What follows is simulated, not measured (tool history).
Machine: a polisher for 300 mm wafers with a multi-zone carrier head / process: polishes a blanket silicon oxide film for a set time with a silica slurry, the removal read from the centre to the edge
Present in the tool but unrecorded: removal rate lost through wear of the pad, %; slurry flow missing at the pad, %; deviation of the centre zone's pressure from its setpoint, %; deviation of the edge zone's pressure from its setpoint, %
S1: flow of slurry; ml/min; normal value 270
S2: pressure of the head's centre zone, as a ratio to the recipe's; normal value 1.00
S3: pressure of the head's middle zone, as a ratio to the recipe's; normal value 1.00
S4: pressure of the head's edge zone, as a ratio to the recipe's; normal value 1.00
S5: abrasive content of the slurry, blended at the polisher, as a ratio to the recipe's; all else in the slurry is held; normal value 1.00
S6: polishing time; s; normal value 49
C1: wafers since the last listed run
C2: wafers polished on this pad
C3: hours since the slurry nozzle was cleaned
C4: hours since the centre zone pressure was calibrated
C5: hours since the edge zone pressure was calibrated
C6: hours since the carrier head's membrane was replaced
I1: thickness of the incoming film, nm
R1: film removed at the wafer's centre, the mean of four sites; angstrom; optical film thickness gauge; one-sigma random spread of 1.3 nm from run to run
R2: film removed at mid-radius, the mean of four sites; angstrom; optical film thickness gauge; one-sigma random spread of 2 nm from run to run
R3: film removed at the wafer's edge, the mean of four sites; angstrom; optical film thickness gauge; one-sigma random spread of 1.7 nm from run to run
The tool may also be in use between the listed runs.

Run 1, hour 0.0: usual settings; C1 0; C2 655; C3 775.7; C4 1045.3; C5 513.8; C6 1649.7; I1 1259.0. Result: R1 1222 angstrom, R2 1153 angstrom, R3 1171 angstrom.
Run 2, hour 27.2: usual settings; C1 309; C2 964; C3 802.9; C4 1072.5; C5 541.0; C6 1676.9; I1 1239.5. Result: R1 1200 angstrom, R2 1143 angstrom, R3 1138 angstrom.
Run 3, hour 45.5: usual settings; C1 208; C2 1172; C3 821.2; C4 1090.8; C5 559.3; C6 1695.2; I1 1244.6. Result: R1 1179 angstrom, R2 1121 angstrom, R3 1161 angstrom.
At hour 83.7: slurry nozzle cleaned.
At hour 138.0: worn pad replaced by a new one, repeated, since the last time left the tool worse.
Run 4, hour 151.0: usual settings; C1 1143; C2 147; C3 67.3; C4 1196.3; C5 664.8; C6 1800.7; I1 1239.8. Result: R1 1399 angstrom, R2 1285 angstrom, R3 1343 angstrom.
Run 5, hour 175.9: usual settings; C1 283; C2 430; C3 92.2; C4 1221.2; C5 689.7; C6 1825.6; I1 1257.6. Result: R1 1387 angstrom, R2 1320 angstrom, R3 1312 angstrom.
At hour 198.9: centre zone pressure recalibrated.
Run 6, hour 205.3: usual settings; C1 311; C2 742; C3 121.6; C4 6.4; C5 719.1; C6 1855.0; I1 1253.2. Result: R1 1368 angstrom, R2 1310 angstrom, R3 1306 angstrom.
Run 7, hour 236.0: usual settings but S1 350 ml/min, S4 0.92, S5 0.90, S6 35 s; C1 349; C2 1091; C3 152.3; C4 37.1; C5 749.8; C6 1885.7; I1 1260.1. Result: R1 934 angstrom, R2 891 angstrom, R3 854 angstrom.
Run 8, hour 249.4: usual settings; C1 152; C2 1244; C3 165.7; C4 50.5; C5 763.2; C6 1899.1; I1 1252.4. Result: R1 1319 angstrom, R2 1307 angstrom, R3 1310 angstrom.
Run 9, hour 278.0: usual settings but S1 305 ml/min, S2 0.94, S3 1.11, S4 1.12; C1 325; C2 1569; C3 194.3; C4 79.1; C5 791.8; C6 1927.7; I1 1269.3. Result: R1 1285 angstrom, R2 1401 angstrom, R3 1328 angstrom.
At hour 309.5: carrier head's membrane replaced by a new one.
At hour 324.8: worn pad replaced by a new one.
At hour 359.3: edge zone pressure recalibrated.
Run 10, hour 366.8: usual settings; C1 885; C2 454; C3 283.1; C4 167.9; C5 7.5; C6 57.3; I1 1258.2. Result: R1 1354 angstrom, R2 1314 angstrom, R3 1299 angstrom.
Run 11, hour 395.8: usual settings but S2 1.11, S5 1.10; C1 329; C2 784; C3 312.1; C4 196.9; C5 36.5; C6 86.3; I1 1253.6. Result: R1 1515 angstrom, R2 1402 angstrom, R3 1311 angstrom.
Run 12, hour 412.7: usual settings; C1 192; C2 977; C3 329.0; C4 213.8; C5 53.4; C6 103.2; I1 1234.6. Result: R1 1309 angstrom, R2 1268 angstrom, R3 1295 angstrom.
Run 13, hour 441.4: usual settings but S2 0.93, S3 0.93, S5 1.15, S6 62 s; C1 326; C2 1303; C3 357.7; C4 242.5; C5 82.1; C6 131.9; I1 1248.8. Result: R1 1665 angstrom, R2 1617 angstrom, R3 1747 angstrom.
Run 14, hour 456.4: usual settings; C1 170; C2 1474; C3 372.7; C4 257.5; C5 97.1; C6 146.9; I1 1258.2. Result: R1 1312 angstrom, R2 1229 angstrom, R3 1256 angstrom.
Run 15, hour 489.7: usual settings but S2 0.94, S5 0.90, S6 63 s; C1 378; C2 1853; C3 406.0; C4 290.8; C5 130.4; C6 180.2; I1 1265.4. Result: R1 1506 angstrom, R2 1495 angstrom, R3 1527 angstrom.
At hour 501.0: worn pad replaced by a new one.
Run 16, hour 505.1: usual settings but S2 1.07, S4 0.91; C1 129; C2 46; C3 421.4; C4 306.2; C5 145.8; C6 195.6; I1 1263.0. Result: R1 1467 angstrom, R2 1317 angstrom, R3 1287 angstrom.
Run 17, hour 537.0: usual settings but S1 190 ml/min, S5 0.90; C1 362; C2 409; C3 453.3; C4 338.1; C5 177.7; C6 227.5; I1 1266.1. Result: R1 1218 angstrom, R2 1198 angstrom, R3 1192 angstrom.
Run 18, hour 554.1: usual settings but S1 335 ml/min, S6 60 s; C1 194; C2 604; C3 470.4; C4 355.2; C5 194.8; C6 244.6; I1 1237.3. Result: R1 1727 angstrom, R2 1633 angstrom, R3 1615 angstrom.
Run 19, hour 580.2: usual settings but S1 330 ml/min, S5 1.20, S6 34 s; C1 296; C2 901; C3 496.5; C4 381.3; C5 220.9; C6 270.7; I1 1238.4. Result: R1 1051 angstrom, R2 990 angstrom, R3 1027 angstrom.
Run 20, hour 604.9: usual settings but S5 1.20; C1 281; C2 1182; C3 521.2; C4 406.0; C5 245.6; C6 295.4; I1 1252.7. Result: R1 1472 angstrom, R2 1391 angstrom, R3 1401 angstrom.

Alternative continuations, all from the tool just after run 20; predict every row:
Run A, hour 605.3: usual settings; C1 4; C2 1186; C3 521.6; C4 406.4; C5 246.0; C6 295.8; I1 1239.6. Result: R1 ?, R2 ?, R3 ?.
Run B, hour 605.3: usual settings but S2 1.07, S3 1.10; C1 4; C2 1186; C3 521.6; C4 406.4; C5 246.0; C6 295.8; I1 1239.6. Result: R1 ?, R2 ?, R3 ?.
Run C, hour 605.3: usual settings but S4 1.04; C1 4; C2 1186; C3 521.6; C4 406.4; C5 246.0; C6 295.8; I1 1239.6. Result: R1 ?, R2 ?, R3 ?.
Run D, hour 605.3: usual settings but S2 0.91, S3 0.94; C1 4; C2 1186; C3 521.6; C4 406.4; C5 246.0; C6 295.8; I1 1239.6. Result: R1 ?, R2 ?, R3 ?.
Run E, hour 605.3: usual settings but S1 215 ml/min, S3 0.90; C1 4; C2 1186; C3 521.6; C4 406.4; C5 246.0; C6 295.8; I1 1239.6. Result: R1 ?, R2 ?, R3 ?.

run    R1    R2    R3
  A  1316  1302  1311
  B  1389  1411  1309
  C  1316  1302  1337
  D  1223  1236  1312
  E  1271  1156  1283
Stripped of hidden state, with their random variation kept, the same runs would have yielded:
run    R1    R2    R3
  A  1370  1355  1365
  B  1446  1469  1363
  C  1370  1355  1392
  D  1273  1287  1366
  E  1323  1203  1336
